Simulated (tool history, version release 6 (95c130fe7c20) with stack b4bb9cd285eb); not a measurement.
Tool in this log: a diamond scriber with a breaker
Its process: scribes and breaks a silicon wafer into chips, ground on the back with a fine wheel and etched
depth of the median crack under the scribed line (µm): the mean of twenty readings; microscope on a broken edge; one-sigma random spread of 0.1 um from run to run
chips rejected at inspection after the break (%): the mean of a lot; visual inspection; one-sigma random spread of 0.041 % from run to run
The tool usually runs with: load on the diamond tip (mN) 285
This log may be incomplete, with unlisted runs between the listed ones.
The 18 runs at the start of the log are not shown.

run,hour,load on the diamond tip (mN),wafers since the last listed run,hours since the diamond tip was replaced,hours since the load on the tip was calibrated,"incoming depth of the damage left on the back of the incoming wafer, um",depth of the median crack under the scribed line (µm),chips rejected at inspection after the break (%)
# hour 839.4: diamond tip replaced by a new one
# hour 875: load on the tip recalibrated
19,881,285,71,41.6,6,0.78,10.79,1.07
20,922,285,64,82.6,47,0.55,10.78,1.05
21,966.9,285,70,127.5,91.9,0.66,10.78,1.07
22,1019.8,209,83,180.4,144.8,0.6,8.74,5.33
23,1049,285,46,209.6,174,0.38,10.91,1.09
24,1112.2,203,99,272.8,237.2,0.76,8.62,6.25
25,1173.3,356,96,333.9,298.3,0.67,12.81,3.13
# hour 1228.4: diamond tip replaced by a new one
26,1239,316,100,10.6,364,0.75,11.51,1.54
27,1289.9,339,80,61.5,414.9,0.66,12.11,2.42
28,1343,308,83,114.6,468,0.32,11.4,1.41
29,1403.4,317,95,175,528.4,0.66,11.64,1.76
# hour 1433.3: load on the tip recalibrated
30,1438.5,212,52,210.1,5.2,0.55,8.81,5.42
31,1472.6,222,53,244.2,39.3,0.71,8.99,3.89
32,1511.3,285,61,282.9,78,0.49,10.59,1.03
33,1575.8,336,101,347.4,142.5,0.55,12.11,2.56
34,1627.3,353,81,398.9,194,0.3,12.43,3.22
35,1697.2,335,110,468.8,263.9,0.71,12.21,2.2
# hour 1709.6: diamond tip replaced by a new one
36,1756.9,285,91,47.3,323.6,0.52,10.81,1.11
37,1790.3,358,52,80.7,357,0.38,12.63,3.59
38,1849.5,285,93,139.9,416.2,0.74,10.87,1.11
39,1885.1,342,56,175.5,451.8,0.71,12.04,2.79
40,1953.3,285,107,243.7,520,0.77,10.89,1.13
41,2018,333,102,308.4,584.7,0.62,11.91,2.26

Each row is a separate what-if for the run after 41, all from the same tool condition, not one after another. Results?
A,2018.7,332,1,309.1,585.4,0.37,?,?
B,2018.7,205,1,309.1,585.4,0.37,?,?
C,2018.7,230,1,309.1,585.4,0.37,?,?
D,2018.7,311,1,309.1,585.4,0.37,?,?

run,depth of the median crack under the scribed line (µm),chips rejected at inspection after the break (%)
A,11.9,2.18
B,8.53,6.19
C,9.24,3.27
D,11.38,1.44
What these runs would have given with no unlogged condition in the tool:
run,depth of the median crack under the scribed line (µm),chips rejected at inspection after the break (%)
A,11.9,2.18
B,8.53,6.19
C,9.24,3.27
D,11.38,1.44
